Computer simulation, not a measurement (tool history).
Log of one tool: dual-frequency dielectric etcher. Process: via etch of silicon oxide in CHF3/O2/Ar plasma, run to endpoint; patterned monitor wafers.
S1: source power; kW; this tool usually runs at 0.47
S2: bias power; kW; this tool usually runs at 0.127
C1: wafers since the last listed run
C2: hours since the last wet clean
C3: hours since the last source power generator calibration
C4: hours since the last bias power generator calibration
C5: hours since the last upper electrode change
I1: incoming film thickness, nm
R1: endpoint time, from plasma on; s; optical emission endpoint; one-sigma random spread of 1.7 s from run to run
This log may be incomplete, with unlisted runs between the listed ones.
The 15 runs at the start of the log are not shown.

-- day=25.467 bias power generator calibrated
-- day=29.862 wet clean of the chamber
-- day=29.95 source power generator calibrated
run 16 day=32.725 | S1=0.47 S2=0.101 | C1=564 C2=68.7 C3=66.6 C4=174.2 C5=319.3 | I1=741.4 | R1=460
run 17 day=34.767 | S1=0.54 S2=0.143 | C1=157 C2=117.7 C3=115.6 C4=223.2 C5=368.3 | I1=737 | R1=409.8
run 18 day=36.446 | S1=0.47 S2=0.127 | C1=129 C2=158 C3=155.9 C4=263.5 C5=408.6 | I1=733.5 | R1=437
run 19 day=37.467 | S1=0.47 S2=0.127 | C1=78 C2=182.5 C3=180.4 C4=288 C5=433.1 | I1=739.6 | R1=443.7
run 20 day=40.296 | S1=0.47 S2=0.145 | C1=218 C2=250.4 C3=248.3 C4=355.9 C5=501 | I1=734.4 | R1=433.6
run 21 day=41.983 | S1=0.58 S2=0.156 | C1=130 C2=290.9 C3=288.8 C4=396.4 C5=541.5 | I1=742.2 | R1=406.4
run 22 day=44.342 | S1=0.36 S2=0.147 | C1=181 C2=347.5 C3=345.4 C4=453 C5=598.1 | I1=726.1 | R1=464.1
run 23 day=45.588 | S1=0.52 S2=0.127 | C1=96 C2=377.4 C3=375.3 C4=482.9 C5=628 | I1=744.1 | R1=438.8
-- day=46.679 wet clean of the chamber
run 24 day=48.438 | S1=0.52 S2=0.11 | C1=142 C2=42.2 C3=443.7 C4=551.3 C5=696.4 | I1=732 | R1=428.5
run 25 day=50.542 | S1=0.47 S2=0.127 | C1=162 C2=92.7 C3=494.2 C4=601.8 C5=746.9 | I1=733.4 | R1=433.5
run 26 day=52.967 | S1=0.38 S2=0.137 | C1=186 C2=150.9 C3=552.4 C4=660 C5=805.1 | I1=744.2 | R1=462.2
run 27 day=55.721 | S1=0.54 S2=0.118 | C1=212 C2=217 C3=618.5 C4=726.1 C5=871.2 | I1=741.9 | R1=430.9
run 28 day=58 | S1=0.44 S2=0.096 | C1=175 C2=271.7 C3=673.2 C4=780.8 C5=925.9 | I1=741.5 | R1=474.1
run 29 day=60.129 | S1=0.38 S2=0.138 | C1=164 C2=322.8 C3=724.3 C4=831.9 C5=977 | I1=735.6 | R1=462.7
run 30 day=62.642 | S1=0.37 S2=0.141 | C1=193 C2=383.1 C3=784.6 C4=892.2 C5=1037.3 | I1=741.6 | R1=474.1
run 31 day=64.554 | S1=0.39 S2=0.127 | C1=147 C2=429 C3=830.5 C4=938.1 C5=1083.2 | I1=740.9 | R1=476.4
run 32 day=67.2 | S1=0.4 S2=0.097 | C1=203 C2=492.5 C3=894 C4=1001.6 C5=1146.7 | I1=732.7 | R1=498
-- day=68.575 wet clean of the chamber
run 33 day=69.142 | S1=0.47 S2=0.113 | C1=72 C2=13.6 C3=940.6 C4=1048.2 C5=1193.3 | I1=733.1 | R1=440.7
run 34 day=71.962 | S1=0.53 S2=0.156 | C1=217 C2=81.3 C3=1008.3 C4=1115.9 C5=1261 | I1=737.1 | R1=398.7

Predict each of these 5 candidate next runs independently; none follows another, all start after run 34:
run A day=71.983 | S1=0.47 S2=0.127 | C1=1 C2=81.8 C3=1008.8 C4=1116.4 C5=1261.5 | I1=743.1 | R1=?
run B day=71.983 | S1=0.47 S2=0.155 | C1=1 C2=81.8 C3=1008.8 C4=1116.4 C5=1261.5 | I1=743.1 | R1=?
run C day=71.983 | S1=0.37 S2=0.099 | C1=1 C2=81.8 C3=1008.8 C4=1116.4 C5=1261.5 | I1=743.1 | R1=?
run D day=71.983 | S1=0.37 S2=0.11 | C1=1 C2=81.8 C3=1008.8 C4=1116.4 C5=1261.5 | I1=743.1 | R1=?
run E day=71.983 | S1=0.38 S2=0.152 | C1=1 C2=81.8 C3=1008.8 C4=1116.4 C5=1261.5 | I1=743.1 | R1=?

run=A R1=442.5
run=B R1=424.2
run=C R1=497.2
run=D R1=487.6
run=E R1=452.9
Without the tool's unlogged condition, the same runs would have read:
run=A R1=439.6
run=B R1=421.5
run=C R1=494
run=D R1=484.5
run=E R1=449.9
